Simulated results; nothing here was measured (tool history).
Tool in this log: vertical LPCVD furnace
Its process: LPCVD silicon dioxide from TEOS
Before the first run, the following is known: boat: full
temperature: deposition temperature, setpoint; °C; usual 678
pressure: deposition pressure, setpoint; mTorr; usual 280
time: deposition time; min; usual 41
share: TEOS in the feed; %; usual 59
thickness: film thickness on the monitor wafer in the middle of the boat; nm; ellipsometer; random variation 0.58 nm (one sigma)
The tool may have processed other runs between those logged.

| run | hour | temperature | pressure | time | share | wafers since the last listed run | hours since the last temperature calibration | hours since the pressure gauge was zeroed | hours since the TEOS flow controller was replaced | hours since the gauge calibration | read-back reference wafer on the same gauge, thickness | thickness |
|---|---|---|---|---|---|---|---|---|---|---|---|---|
| 1 | 0 | 678 | 280 | 41 | 59 | 0 | 1643.6 | 3657.4 | 4253 | 1238.9 | 162.95 | 154.22 |
|  | 44.1 | gauge calibrated |
|  | 54.8 | pressure gauge zeroed |
| 2 | 60.9 | 678 | 280 | 41 | 59 | 354 | 1704.5 | 6.1 | 4313.9 | 16.8 | 162.82 | 155.34 |
| 3 | 99.2 | 678 | 280 | 41 | 59 | 367 | 1742.8 | 44.4 | 4352.2 | 55.1 | 163 | 154.39 |
| 4 | 154.1 | 678 | 280 | 41 | 59 | 527 | 1797.7 | 99.3 | 4407.1 | 110 | 162.81 | 154.99 |
| 5 | 183.3 | 672 | 280 | 41 | 59 | 280 | 1826.9 | 128.5 | 4436.3 | 139.2 | 163.11 | 133.39 |
| 6 | 240.2 | 678 | 280 | 34.5 | 64 | 546 | 1883.8 | 185.4 | 4493.2 | 196.1 | 163.27 | 136.47 |
| 7 | 272.9 | 678 | 280 | 34.5 | 64 | 314 | 1916.5 | 218.1 | 4525.9 | 228.8 | 162.89 | 135.38 |
| 8 | 304.3 | 678 | 280 | 41 | 59 | 301 | 1947.9 | 249.5 | 4557.3 | 260.2 | 162.86 | 155.91 |
| 9 | 341 | 678 | 280 | 41 | 59 | 352 | 1984.6 | 286.2 | 4594 | 296.9 | 163.06 | 155.84 |
| 10 | 372.2 | 678 | 215 | 41 | 47 | 299 | 2015.8 | 317.4 | 4625.2 | 328.1 | 162.87 | 121.27 |
|  | 459.6 | TEOS flow controller replaced |
| 11 | 460.1 | 687 | 280 | 46.5 | 53 | 613 | 2103.7 | 405.3 | 0.5 | 416 | 162.99 | 207.66 |
| 12 | 467.1 | 673 | 315 | 57 | 65 | 67 | 2110.7 | 412.3 | 7.5 | 423 | 163.09 | 213.33 |
| 13 | 524.3 | 674 | 280 | 41 | 59 | 549 | 2167.9 | 469.5 | 64.7 | 480.2 | 162.98 | 141.98 |
|  | 561.6 | thermocouples replaced and temperature profile calibrated |
| 14 | 717.8 | 682 | 220 | 41 | 70 | 1628 | 156.2 | 663 | 258.2 | 673.7 | 162.85 | 159.84 |
| 15 | 787.4 | 687 | 315 | 35.5 | 59 | 668 | 225.8 | 732.6 | 327.8 | 743.3 | 163.16 | 171.72 |
| 16 | 827.5 | 678 | 280 | 37 | 59 | 385 | 265.9 | 772.7 | 367.9 | 783.4 | 162.98 | 135.13 |
| 17 | 876.5 | 678 | 280 | 41 | 59 | 470 | 314.9 | 821.7 | 416.9 | 832.4 | 162.95 | 151.49 |
| 18 | 921.8 | 678 | 280 | 41 | 65 | 435 | 360.2 | 867 | 462.2 | 877.7 | 162.88 | 159.27 |
| 19 | 990.9 | 678 | 280 | 41 | 59 | 663 | 429.3 | 936.1 | 531.3 | 946.8 | 163.07 | 150.93 |
| 20 | 1042.4 | 678 | 330 | 41 | 59 | 494 | 480.8 | 987.6 | 582.8 | 998.3 | 163.03 | 163.77 |
| 21 | 1067.7 | 682 | 255 | 36.5 | 51 | 243 | 506.1 | 1012.9 | 608.1 | 1023.6 | 162.89 | 131.44 |
| 22 | 1120 | 678 | 280 | 41 | 59 | 502 | 558.4 | 1065.2 | 660.4 | 1075.9 | 162.73 | 151.06 |
|  | 1152.3 | gauge calibrated |
| 23 | 1160.8 | 678 | 280 | 41 | 59 | 391 | 599.2 | 1106 | 701.2 | 8.5 | 163.14 | 150.18 |
| 24 | 1195 | 678 | 225 | 29.5 | 59 | 328 | 633.4 | 1140.2 | 735.4 | 42.7 | 162.9 | 97.76 |
| 25 | 1231.2 | 678 | 250 | 41 | 68 | 347 | 669.6 | 1176.4 | 771.6 | 78.9 | 162.9 | 153.39 |
| 26 | 1284.9 | 678 | 280 | 41 | 59 | 515 | 723.3 | 1230.1 | 825.3 | 132.6 | 163.07 | 151.27 |
| 27 | 1335.2 | 678 | 280 | 41 | 59 | 483 | 773.6 | 1280.4 | 875.6 | 182.9 | 163.01 | 150.71 |
| 28 | 1366.2 | 678 | 215 | 41 | 69 | 297 | 804.6 | 1311.4 | 906.6 | 213.9 | 162.72 | 143.54 |
| 29 | 1478.7 | 668 | 310 | 31 | 69 | 1080 | 917.1 | 1423.9 | 1019.1 | 326.4 | 163.02 | 102.36 |
| 30 | 1504.4 | 678 | 280 | 52.5 | 54 | 246 | 942.8 | 1449.6 | 1044.8 | 352.1 | 163.12 | 186.01 |

What the log doesn't show, run by run:
true pressure minus gauge reading, mTorr: 0 in every run
deviation of the TEOS flow from its setpoint, %: 0 in every run
gauge reads high (%): 0 in every run
H1: true tube temperature minus thermocouple reading, K
| run | H1 |
|---|---|
| 1 | 1.31 |
| 2 | 1.35 |
| 3 | 1.38 |
| 4 | 1.42 |
| 5 | 1.44 |
| 6 | 1.48 |
| 7 | 1.5 |
| 8 | 1.52 |
| 9 | 1.55 |
| 10 | 1.57 |
| 11 | 1.63 |
| 12 | 1.64 |
| 13 | 1.68 |
| 14 | 0.146 |
| 15 | 0.195 |
| 16 | 0.223 |
| 17 | 0.258 |
| 18 | 0.29 |
| 19 | 0.339 |
| 20 | 0.375 |
| 21 | 0.393 |
| 22 | 0.429 |
| 23 | 0.458 |
| 24 | 0.482 |
| 25 | 0.508 |
| 26 | 0.546 |
| 27 | 0.581 |
| 28 | 0.603 |
| 29 | 0.682 |
| 30 | 0.7 |

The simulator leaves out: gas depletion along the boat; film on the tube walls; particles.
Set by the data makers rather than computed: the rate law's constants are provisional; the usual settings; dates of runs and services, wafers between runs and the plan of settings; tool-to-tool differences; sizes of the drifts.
